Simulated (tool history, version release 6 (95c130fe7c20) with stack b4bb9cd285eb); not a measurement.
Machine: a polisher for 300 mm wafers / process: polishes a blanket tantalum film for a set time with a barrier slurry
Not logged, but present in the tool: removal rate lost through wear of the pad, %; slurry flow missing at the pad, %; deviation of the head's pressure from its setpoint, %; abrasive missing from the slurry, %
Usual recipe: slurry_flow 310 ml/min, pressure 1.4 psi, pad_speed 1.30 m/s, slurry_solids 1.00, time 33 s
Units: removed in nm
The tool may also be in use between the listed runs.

| run | hour | slurry_flow | pressure | pad_speed | slurry_solids | time | wafers since the last listed run | wafers polished on this pad | hours since the slurry nozzle was cleaned | hours since the head pressure was calibrated | hours since the slurry blender was calibrated | incoming thickness of the incoming film, nm | removed |
|---|---|---|---|---|---|---|---|---|---|---|---|---|---|
| 1 | 0.0 | 310 | 1.4 | 1.30 | 1.00 | 33 | 0 | 346 | 76.1 | 229.4 | 5.0 | 238.1 | 41.8 |
| 2 | 64.0 | 370 | 1.4 | 1.48 | 1.00 | 33 | 428 | 774 | 140.1 | 293.4 | 69.0 | 236.7 | 50.0 |
| 3 | 150.3 | 370 | 1.4 | 1.48 | 1.00 | 33 | 577 | 1352 | 226.4 | 379.7 | 155.3 | 241.8 | 49.6 |
| 4 | 228.0 | 370 | 1.4 | 1.48 | 1.00 | 33 | 520 | 1872 | 304.1 | 457.4 | 233.0 | 243.7 | 50.0 |
|  | 260.3 | worn pad replaced by a new one |
| 5 | 315.3 | 310 | 1.4 | 1.30 | 1.00 | 33 | 557 | 368 | 391.4 | 544.7 | 320.3 | 238.8 | 43.3 |
|  | 326.1 | slurry nozzle cleaned |
|  | 395.3 | slurry blender recalibrated |
| 6 | 408.8 | 310 | 1.4 | 1.30 | 1.00 | 33 | 605 | 974 | 82.7 | 638.2 | 13.5 | 239.3 | 43.4 |
| 7 | 485.1 | 310 | 1.4 | 1.30 | 1.00 | 33 | 510 | 1484 | 159.0 | 714.5 | 89.8 | 242.0 | 44.1 |
| 8 | 571.6 | 310 | 1.4 | 1.30 | 1.00 | 33 | 579 | 2063 | 245.5 | 801.0 | 176.3 | 240.4 | 43.6 |
|  | 592.3 | worn pad replaced by a new one |
| 9 | 646.0 | 310 | 1.4 | 1.30 | 1.00 | 33 | 471 | 359 | 319.9 | 875.4 | 250.7 | 241.9 | 44.2 |
|  | 675.3 | slurry nozzle cleaned |
| 10 | 714.9 | 310 | 1.4 | 1.30 | 1.00 | 33 | 454 | 813 | 39.6 | 944.3 | 319.6 | 236.0 | 44.4 |
| 11 | 791.9 | 310 | 1.4 | 1.30 | 1.00 | 33 | 515 | 1329 | 116.6 | 1021.3 | 396.6 | 241.2 | 44.4 |
|  | 809.0 | slurry blender recalibrated |
| 12 | 886.7 | 310 | 1.4 | 1.40 | 1.00 | 33 | 621 | 1950 | 211.4 | 1116.1 | 77.7 | 242.4 | 47.2 |
|  | 905.3 | worn pad replaced by a new one, of another model than before |
| 13 | 972.8 | 310 | 1.3 | 1.30 | 1.00 | 23 | 549 | 451 | 297.5 | 1202.2 | 163.8 | 239.3 | 29.0 |
|  | 986.6 | slurry nozzle cleaned |
| 14 | 1016.6 | 310 | 1.4 | 1.08 | 1.00 | 33 | 286 | 738 | 30.0 | 1246.0 | 207.6 | 240.2 | 37.8 |
|  | 1060.9 | head pressure recalibrated |
| 15 | 1082.6 | 310 | 1.4 | 1.30 | 1.10 | 41 | 428 | 1166 | 96.0 | 21.7 | 273.6 | 236.9 | 53.9 |
| 16 | 1167.4 | 310 | 1.4 | 1.12 | 0.85 | 29 | 567 | 1734 | 180.8 | 106.5 | 358.4 | 240.5 | 32.3 |
|  | 1179.6 | slurry blender recalibrated |
| 17 | 1232.5 | 310 | 1.4 | 1.30 | 1.00 | 25 | 422 | 2156 | 245.9 | 171.6 | 52.9 | 238.4 | 32.1 |
|  | 1285.7 | worn pad replaced by a new one |
| 18 | 1332.6 | 345 | 1.4 | 1.30 | 1.00 | 33 | 643 | 314 | 346.0 | 271.7 | 153.0 | 241.8 | 43.7 |
|  | 1363.5 | slurry nozzle cleaned |
| 19 | 1422.8 | 310 | 1.6 | 0.86 | 1.00 | 43 | 597 | 911 | 59.3 | 361.9 | 243.2 | 240.0 | 47.4 |
| 20 | 1502.7 | 310 | 1.4 | 1.30 | 1.00 | 33 | 534 | 1445 | 139.2 | 441.8 | 323.1 | 241.8 | 43.4 |
| 21 | 1563.8 | 415 | 1.4 | 1.30 | 1.00 | 33 | 408 | 1854 | 200.3 | 502.9 | 384.2 | 240.4 | 43.8 |
|  | 1594.1 | slurry blender recalibrated |
| 22 | 1628.7 | 310 | 1.4 | 1.30 | 1.00 | 25 | 421 | 2276 | 265.2 | 567.8 | 34.6 | 239.3 | 33.2 |
| 23 | 1668.8 | 310 | 1.4 | 1.30 | 1.00 | 33 | 268 | 2544 | 305.3 | 607.9 | 74.7 | 242.7 | 43.4 |
|  | 1684.7 | worn pad replaced by a new one |
| 24 | 1723.4 | 340 | 1.4 | 1.76 | 1.00 | 23 | 338 | 259 | 359.9 | 662.5 | 129.3 | 242.8 | 37.1 |
|  | 1768.7 | slurry nozzle cleaned |
| 25 | 1797.2 | 260 | 1.4 | 1.66 | 1.30 | 41 | 487 | 746 | 28.5 | 736.3 | 203.1 | 238.6 | 67.3 |

A few steps of removed between consecutive runs. Split each: what settings, incoming material and random variation would produce without the hidden state, and what is left over for the hidden state, along with gauge scatter present in only one of the two compared results (measured, and without hidden state):
Run 12 -> 13: pressure 1.4 -> 1.3, pad_speed 1.40 -> 1.30, time 33 -> 23, worn pad replaced by a new one, of another model than before. removed -18.2 nm: hidden state -1.1, all else -17.1.
Run 14 -> 15: pad_speed 1.08 -> 1.30, slurry_solids 1.00 -> 1.10, time 33 -> 41, head pressure recalibrated. removed +16.1 nm: hidden state -0.9, all else +17.0.
Run 15 -> 16: pad_speed 1.30 -> 1.12, slurry_solids 1.10 -> 0.85, time 41 -> 29. removed -21.6 nm: hidden state +0.0, all else -21.6.
Run 24 -> 25: slurry_flow 340 -> 260, pad_speed 1.76 -> 1.66, slurry_solids 1.00 -> 1.30, time 23 -> 41, slurry nozzle cleaned. removed +30.2 nm: hidden state +0.7, all else +29.5.

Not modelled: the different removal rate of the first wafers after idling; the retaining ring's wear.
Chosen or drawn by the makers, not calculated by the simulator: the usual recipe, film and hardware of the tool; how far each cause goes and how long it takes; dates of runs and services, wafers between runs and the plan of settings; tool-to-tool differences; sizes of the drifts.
